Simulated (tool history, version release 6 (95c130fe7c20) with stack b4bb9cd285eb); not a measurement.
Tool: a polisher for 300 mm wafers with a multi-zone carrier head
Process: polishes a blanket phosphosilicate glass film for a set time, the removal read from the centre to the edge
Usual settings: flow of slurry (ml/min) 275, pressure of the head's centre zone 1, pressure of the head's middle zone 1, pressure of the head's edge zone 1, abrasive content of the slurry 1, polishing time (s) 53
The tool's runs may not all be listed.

run    hour  flow of slurry (ml/min)  pressure of the head's centre zone  pressure of the head's middle zone  pressure of the head's edge zone  abrasive content of the slurry  polishing time (s)  wafers since the last listed run  wafers polished on this pad  hours since the slurry nozzle was cleaned  hours since the centre zone pressure was calibrated  hours since the edge zone pressure was calibrated  hours since the carrier head's membrane was replaced  incoming thickness of the incoming film, nm  film removed at the wafer's centre (angstrom)  film removed at mid-radius (angstrom)  film removed at the wafer's edge (angstrom)
  1       0                      275                                   1                                   1                                 1                               1                  36                                 0                         2682                                      408.6                                                319.8                                              237.8                                                 135.5                                       3124.7                                           2603                                   2738                                         2602
       25.9  -- slurry nozzle cleaned
  2    57.1                      275                                 1.1                                   1                                 1                             0.8                  53                               682                         3365                                       31.2                                                376.9                                              294.9                                                 192.6                                       3082.3                                           3663                                   3502                                         3364
  3    85.5                      275                                   1                                   1                                 1                               1                  53                               345                         3710                                       59.6                                                405.3                                              323.3                                                   221                                       3132.9                                           3783                                   3878                                         3759
        137  -- centre zone pressure recalibrated
      150.9  -- worn pad replaced by a new one
  4   152.9                      275                                   1                                   1                                 1                               1                  53                               746                           24                                        127                                                 15.9                                              390.7                                                 288.4                                         3153                                           4003                                   4158                                         3979
  5   203.8                      275                                   1                                   1                                 1                               1                  53                               619                          643                                      177.9                                                 66.8                                              441.6                                                 339.3                                       3192.6                                           4084                                   4132                                         4052
  6   267.4                      195                                   1                                   1                                 1                             1.3                  53                               773                         1417                                      241.5                                                130.4                                              505.2                                                 402.9                                       3133.6                                           4215                                   4492                                         4361
      398.6  -- slurry nozzle cleaned
  7     436                      220                                   1                                   1                                 1                               1                  45                              2038                         3456                                       37.4                                                  299                                              673.8                                                 571.5                                       3139.7                                           3141                                   3269                                         3155
      440.1  -- edge zone pressure recalibrated
  8   500.1                      275                                   1                                   1                              0.88                               1                  53                               755                         4211                                      101.5                                                363.1                                                 60                                                 635.6                                       3140.3                                           3634                                   3769                                         3471
  9   558.2                      275                                   1                                   1                                 1                               1                  53                               706                         4918                                      159.6                                                421.2                                              118.1                                                 693.7                                       3155.4                                           3538                                   3772                                         3613
      575.4  -- centre zone pressure recalibrated
      575.9  -- worn pad replaced by a new one
 10   607.9                      275                                   1                                   1                                 1                               1                  53                               573                          388                                      209.3                                                 32.5                                              167.8                                                 743.4                                       3136.5                                           4015                                   4148                                         4035
 11   678.5                      320                                   1                                1.05                              1.04                             0.8                  53                               858                         1247                                      279.9                                                103.1                                              238.4                                                   814                                       3126.9                                           3527                                   3870                                         3637
 12   710.2                      325                                   1                                1.05                              0.92                             0.9                  53                               385                         1633                                      311.6                                                134.8                                              270.1                                                 845.7                                       3146.7                                           3805                                   4095                                         3614
 13   736.6                      275                                   1                                 1.1                                 1                               1                  53                               321                         1954                                        338                                                161.2                                              296.5                                                 872.1                                         3143                                           3958                                   4390                                         3894
 14   779.3                      275                                   1                                1.08                                 1                               1                  62                               519                         2474                                      380.7                                                203.9                                              339.2                                                 914.8                                       3118.7                                           4581                                   4984                                         4545
 15   833.1                      195                                   1                                   1                                 1                             0.8                  53                               654                         3128                                      434.5                                                257.7                                                393                                                 968.6                                       3165.2                                           3273                                   3404                                         3364
      877.5  -- slurry nozzle cleaned
 16   901.2                      275                                   1                                   1                                 1                               1                  58                               816                         3944                                       23.7                                                325.8                                              461.1                                                1036.7                                       3182.5                                           3997                                   4224                                         4135
 17     928                      275                                   1                                   1                                 1                               1                  53                               326                         4270                                       50.5                                                352.6                                              487.9                                                1063.5                                       3181.4                                           3593                                   3812                                         3679
      958.3  -- worn pad replaced by a new one
 18   977.3                      190                                   1                                0.96                                 1                               1                  53                               551                          231                                       99.8                                                401.9                                              537.2                                                1112.8                                       3137.9                                           3903                                   3908                                         3991
      980.7  -- centre zone pressure recalibrated
 19  1047.2                      275                                   1                                   1                                 1                            0.85                  47                               826                         1057                                      169.7                                                 66.5                                              607.1                                                1182.7                                         3110                                           3282                                   3380                                         3326
     1058.5  -- edge zone pressure recalibrated
     1086.3  -- carrier head's membrane replaced by a new one
 20  1086.8                      275                                   1                                   1                              1.11                               1                  43                               396                         1454                                      209.3                                                106.1                                               28.3                                                   0.5                                       3129.7                                           3192                                   3331                                         3439
 21    1126                      340                                   1                                0.88                                 1                               1                  53                               476                         1931                                      248.5                                                145.3                                               67.5                                                  39.7                                       3065.5                                           3996                                   3755                                         4044

Forecast each of these 4 alternatives for the next run:
  A  1126.4                      275                                   1                                1.05                                 1                               1                  53                                 4                         1936                                      248.9                                                145.7                                               67.9                                                  40.1                                       3163.5                                              ?                                      ?                                            ?
  B  1126.4                      275                                   1                                   1                              0.91                               1                  68                                 4                         1936                                      248.9                                                145.7                                               67.9                                                  40.1                                       3163.5                                              ?                                      ?                                            ?
  C  1126.4                      300                                   1                                   1                              1.05                               1                  53                                 4                         1936                                      248.9                                                145.7                                               67.9                                                  40.1                                       3163.5                                              ?                                      ?                                            ?
  D  1126.4                      275                                   1                                   1                                 1                            0.85                  53                                 4                         1936                                      248.9                                                145.7                                               67.9                                                  40.1                                       3163.5                                              ?                                      ?                                            ?

run  film removed at the wafer's centre (angstrom)  film removed at mid-radius (angstrom)  film removed at the wafer's edge (angstrom)
  A                                           3889                                   4224                                         4001
  B                                           4987                                   5206                                         4914
  C                                           3917                                   4085                                         4122
  D                                           3579                                   3735                                         3686
Without the tool's hidden state the same runs would have given:
run  film removed at the wafer's centre (angstrom)  film removed at mid-radius (angstrom)  film removed at the wafer's edge (angstrom)
  A                                           3968                                   4310                                         4083
  B                                           5090                                   5313                                         5014
  C                                           3998                                   4169                                         4207
  D                                           3652                                   3812                                         3762

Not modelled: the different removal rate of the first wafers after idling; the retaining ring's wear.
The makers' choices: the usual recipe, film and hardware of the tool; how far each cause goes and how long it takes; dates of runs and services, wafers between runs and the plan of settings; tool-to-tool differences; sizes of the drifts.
